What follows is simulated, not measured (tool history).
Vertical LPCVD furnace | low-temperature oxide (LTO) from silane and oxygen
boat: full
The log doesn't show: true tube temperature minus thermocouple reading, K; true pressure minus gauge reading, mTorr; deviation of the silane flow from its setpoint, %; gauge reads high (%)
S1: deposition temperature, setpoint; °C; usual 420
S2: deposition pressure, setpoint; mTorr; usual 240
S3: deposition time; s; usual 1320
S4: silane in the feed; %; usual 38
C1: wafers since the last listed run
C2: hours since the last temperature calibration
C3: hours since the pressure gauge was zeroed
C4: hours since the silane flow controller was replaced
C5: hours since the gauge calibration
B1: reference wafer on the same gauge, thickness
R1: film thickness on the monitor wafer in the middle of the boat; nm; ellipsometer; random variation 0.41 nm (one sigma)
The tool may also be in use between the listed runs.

run 1 hour=0 | S1=420 S2=240 S3=1470 S4=38 | C1=0 C2=4420.2 C3=3295 C4=3883.9 C5=99.7 | B1=223.54 | R1=308.65
run 2 hour=20.2 | S1=420 S2=240 S3=1470 S4=38 | C1=292 C2=4440.4 C3=3315.2 C4=3904.1 C5=119.9 | B1=223.73 | R1=308.86
run 3 hour=36.4 | S1=420 S2=240 S3=1590 S4=38 | C1=234 C2=4456.6 C3=3331.4 C4=3920.3 C5=136.1 | B1=223.86 | R1=334.78
run 4 hour=56.1 | S1=420 S2=240 S3=1320 S4=38 | C1=284 C2=4476.3 C3=3351.1 C4=3940 C5=155.8 | B1=223.84 | R1=278.18
run 5 hour=71.4 | S1=420 S2=240 S3=1320 S4=38 | C1=221 C2=4491.6 C3=3366.4 C4=3955.3 C5=171.1 | B1=224.02 | R1=277.57
run 6 hour=92 | S1=418 S2=240 S3=1320 S4=38 | C1=297 C2=4512.2 C3=3387 C4=3975.9 C5=191.7 | B1=224.08 | R1=272.04
run 7 hour=100 | S1=420 S2=240 S3=1320 S4=38 | C1=115 C2=4520.2 C3=3395 C4=3983.9 C5=199.7 | B1=224.11 | R1=277.65
run 8 hour=111.5 | S1=420 S2=240 S3=1320 S4=38 | C1=166 C2=4531.7 C3=3406.5 C4=3995.4 C5=211.2 | B1=224.15 | R1=278.43
run 9 hour=124.8 | S1=420 S2=240 S3=1320 S4=38 | C1=192 C2=4545 C3=3419.8 C4=4008.7 C5=224.5 | B1=224.09 | R1=278.02
-- hour=158.5 thermocouples replaced and temperature profile calibrated
-- hour=158.9 silane flow controller replaced
run 10 hour=159.4 | S1=418 S2=240 S3=1320 S4=38 | C1=147 C2=0.9 C3=3454.4 C4=0.5 C5=259.1 | B1=224.15 | R1=272.64
run 11 hour=164.4 | S1=427 S2=255 S3=810 S4=34 | C1=72 C2=5.9 C3=3459.4 C4=5.5 C5=264.1 | B1=224.26 | R1=169.85
run 12 hour=172.5 | S1=428 S2=295 S3=1680 S4=43 | C1=117 C2=14 C3=3467.5 C4=13.6 C5=272.2 | B1=224.35 | R1=540.68
-- hour=200.5 pressure gauge zeroed
run 13 hour=201 | S1=423 S2=275 S3=1320 S4=41 | C1=65 C2=42.5 C3=0.5 C4=42.1 C5=300.7 | B1=224.31 | R1=357.75
-- hour=202.3 gauge calibrated
run 14 hour=206 | S1=420 S2=240 S3=1320 S4=38 | C1=72 C2=47.5 C3=5.5 C4=47.1 C5=3.7 | B1=222.14 | R1=275.15
run 15 hour=217.8 | S1=420 S2=240 S3=990 S4=38 | C1=170 C2=59.3 C3=17.3 C4=58.9 C5=15.5 | B1=222.49 | R1=206.94
run 16 hour=231.1 | S1=429 S2=225 S3=1320 S4=38 | C1=192 C2=72.6 C3=30.6 C4=72.2 C5=28.8 | B1=222.75 | R1=283.41
run 17 hour=240.7 | S1=420 S2=240 S3=1320 S4=40 | C1=138 C2=82.2 C3=40.2 C4=81.8 C5=38.4 | B1=223.05 | R1=293.9
run 18 hour=261 | S1=420 S2=210 S3=1020 S4=38 | C1=293 C2=102.5 C3=60.5 C4=102.1 C5=58.7 | B1=223.33 | R1=186.9
run 19 hour=277.3 | S1=428 S2=295 S3=1680 S4=43 | C1=235 C2=118.8 C3=76.8 C4=118.4 C5=75 | B1=223.44 | R1=539.19

How the hidden state differs across the entries between the runs, from the last listed run before each to the first after it:
Between runs 9 and 10: thermocouples replaced and temperature profile calibrated (hour 158.5); silane flow controller replaced (hour 158.9)
  gauge reads high (%): 0.982 -> 1.01
  measured less the result without the state, R1: +2.7 -> +2.74 nm
Between runs 12 and 13: pressure gauge zeroed (hour 200.5)
  gauge reads high (%): 1.02 -> 1.04
  measured less the result without the state, R1: +5.48 -> +3.69 nm
Between runs 13 and 14: gauge calibrated (hour 202.3)
  gauge reads high (%): 1.04 -> 0.0733
  measured less the result without the state, R1: +3.69 -> +0.2 nm
